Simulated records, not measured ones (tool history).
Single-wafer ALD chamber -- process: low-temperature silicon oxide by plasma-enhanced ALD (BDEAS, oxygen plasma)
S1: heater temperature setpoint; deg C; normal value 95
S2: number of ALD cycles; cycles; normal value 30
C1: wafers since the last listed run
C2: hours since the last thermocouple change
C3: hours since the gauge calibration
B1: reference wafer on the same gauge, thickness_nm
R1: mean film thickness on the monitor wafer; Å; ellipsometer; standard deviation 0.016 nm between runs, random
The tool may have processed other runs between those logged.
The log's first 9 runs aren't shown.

run 10 hour=407.4 | S1=95 S2=30 | C1=379 C2=1594.2 C3=898.7 | B1=4.370 | R1=48.89
run 11 hour=454.3 | S1=83 S2=30 | C1=341 C2=1641.1 C3=945.6 | B1=4.368 | R1=50.97
run 12 hour=486.6 | S1=83 S2=30 | C1=235 C2=1673.4 C3=977.9 | B1=4.373 | R1=50.66
run 13 hour=553.5 | S1=83 S2=30 | C1=486 C2=1740.3 C3=1044.8 | B1=4.371 | R1=50.88
run 14 hour=608.9 | S1=95 S2=30 | C1=403 C2=1795.7 C3=1100.2 | B1=4.365 | R1=48.79
-- hour=653.0 gauge calibrated
run 15 hour=667.3 | S1=95 S2=30 | C1=424 C2=1854.1 C3=14.3 | B1=4.373 | R1=49.03
run 16 hour=727.3 | S1=95 S2=30 | C1=436 C2=1914.1 C3=74.3 | B1=4.374 | R1=48.85
run 17 hour=758.2 | S1=85 S2=27 | C1=224 C2=1945.0 C3=105.2 | B1=4.371 | R1=45.22
run 18 hour=827.8 | S1=103 S2=33 | C1=506 C2=2014.6 C3=174.8 | B1=4.368 | R1=53.18
run 19 hour=891.1 | S1=95 S2=30 | C1=460 C2=2077.9 C3=238.1 | B1=4.376 | R1=48.99
-- hour=922.0 thermocouple changed; heater temperature recalibrated
run 20 hour=922.5 | S1=95 S2=30 | C1=170 C2=0.5 C3=269.5 | B1=4.369 | R1=49.80
run 21 hour=974.3 | S1=81 S2=35 | C1=376 C2=52.3 C3=321.3 | B1=4.368 | R1=60.92
run 22 hour=1019.8 | S1=83 S2=35 | C1=331 C2=97.8 C3=366.8 | B1=4.373 | R1=60.17
run 23 hour=1065.6 | S1=109 S2=32 | C1=333 C2=143.6 C3=412.6 | B1=4.371 | R1=51.46
run 24 hour=1114.4 | S1=86 S2=30 | C1=355 C2=192.4 C3=461.4 | B1=4.375 | R1=51.19
run 25 hour=1162.9 | S1=95 S2=30 | C1=352 C2=240.9 C3=509.9 | B1=4.372 | R1=49.70
run 26 hour=1219.1 | S1=103 S2=34 | C1=408 C2=297.1 C3=566.1 | B1=4.373 | R1=55.04
run 27 hour=1278.7 | S1=106 S2=34 | C1=433 C2=356.7 C3=625.7 | B1=4.371 | R1=55.07
run 28 hour=1304.5 | S1=95 S2=26 | C1=187 C2=382.5 C3=651.5 | B1=4.366 | R1=42.87
run 29 hour=1370.3 | S1=86 S2=27 | C1=478 C2=448.3 C3=717.3 | B1=4.373 | R1=46.02
run 30 hour=1429.9 | S1=95 S2=25 | C1=433 C2=507.9 C3=776.9 | B1=4.371 | R1=40.88
run 31 hour=1482.4 | S1=89 S2=27 | C1=382 C2=560.4 C3=829.4 | B1=4.369 | R1=45.34
run 32 hour=1536.2 | S1=95 S2=36 | C1=391 C2=614.2 C3=883.2 | B1=4.368 | R1=59.08

Each row is a separate what-if for the run after 32, all from the same tool condition, not one after another. Results?
run A hour=1536.7 | S1=95 S2=30 | C1=3 C2=614.7 C3=883.7 | B1=? | R1=?
run B hour=1536.7 | S1=100 S2=30 | C1=3 C2=614.7 C3=883.7 | B1=? | R1=?
run C hour=1536.7 | S1=81 S2=30 | C1=3 C2=614.7 C3=883.7 | B1=? | R1=?
run D hour=1536.7 | S1=85 S2=28 | C1=3 C2=614.7 C3=883.7 | B1=? | R1=?
run E hour=1536.7 | S1=89 S2=30 | C1=3 C2=614.7 C3=883.7 | B1=? | R1=?

run=A B1=4.367 R1=49.12
run=B B1=4.367 R1=48.60
run=C B1=4.367 R1=51.41
run=D B1=4.367 R1=47.37
run=E B1=4.367 R1=50.10
Without the tool's hidden state the same runs would have given:
run=A R1=49.79
run=B R1=48.97
run=C R1=52.08
run=D R1=48.00
run=E R1=50.77
